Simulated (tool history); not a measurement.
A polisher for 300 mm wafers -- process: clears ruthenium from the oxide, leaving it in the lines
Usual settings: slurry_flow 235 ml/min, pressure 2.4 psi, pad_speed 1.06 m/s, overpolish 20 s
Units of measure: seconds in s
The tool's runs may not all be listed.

| run | day | slurry_flow | pressure | pad_speed | overpolish | incoming thickness of the incoming film, nm | seconds |
|---|---|---|---|---|---|---|---|
| 1 | 0 | 235 | 2.4 | 1.06 | 20 | 124.7 | 83.5 |
|  | 1.138 | head pressure recalibrated |
| 2 | 3.521 | 235 | 2.4 | 1.06 | 20 | 123.8 | 86.6 |
| 3 | 5.625 | 235 | 2.4 | 1.06 | 20 | 125.4 | 85.1 |
|  | 6.012 | worn pad replaced by a new one |
| 4 | 8.225 | 285 | 2.4 | 0.9 | 20 | 126.1 | 98.4 |
| 5 | 12.438 | 285 | 2.4 | 0.9 | 20 | 126.2 | 95 |
| 6 | 14.367 | 235 | 2.4 | 0.96 | 20 | 127.6 | 89.8 |
|  | 14.479 | head pressure recalibrated |
|  | 15.062 | worn pad replaced by a new one |
|  | 17.858 | slurry nozzle cleaned |
| 7 | 18.096 | 235 | 2.4 | 0.96 | 20 | 125.4 | 95.7 |
| 8 | 20.625 | 235 | 2.4 | 1.06 | 20 | 126 | 86.2 |
| 9 | 23.412 | 235 | 2.4 | 1.06 | 20 | 125.5 | 82.9 |
|  | 23.588 | worn pad replaced by a new one |
|  | 27 | head pressure recalibrated |
| 10 | 27.471 | 290 | 2.7 | 1.34 | 31 | 126.1 | 62.2 |
| 11 | 31.892 | 235 | 2.4 | 1.2 | 20 | 123.3 | 74.7 |
|  | 34.221 | worn pad replaced by a new one |
| 12 | 35.233 | 235 | 3.1 | 1.4 | 20 | 123.1 | 47.6 |
| 13 | 39.483 | 235 | 2.4 | 1.06 | 20 | 125.8 | 80.5 |
|  | 41.054 | head pressure recalibrated |
| 14 | 43.492 | 175 | 3 | 0.84 | 20 | 124.5 | 89.2 |
|  | 45.346 | worn pad replaced by a new one |
| 15 | 47.321 | 200 | 2.4 | 1.22 | 20 | 126.2 | 74.6 |

Alternative continuations, all from the tool just after run 15; predict every row:
| A | 47.338 | 235 | 2.4 | 1.06 | 20 | 124.7 | ? |
| B | 47.338 | 235 | 2.4 | 1.36 | 32 | 124.7 | ? |
| C | 47.338 | 200 | 2.4 | 1.26 | 20 | 124.7 | ? |
| D | 47.338 | 235 | 2.4 | 0.9 | 20 | 124.7 | ? |
| E | 47.338 | 175 | 2.4 | 1.06 | 20 | 124.7 | ? |

| run | seconds |
|---|---|
| A | 83.5 |
| B | 65.1 |
| C | 71.3 |
| D | 98.4 |
| E | 85.8 |
With no hidden state in the tool, these same runs would have given:
| run | seconds |
|---|---|
| A | 87.6 |
| B | 68.3 |
| C | 74.8 |
| D | 103.2 |
| E | 90 |
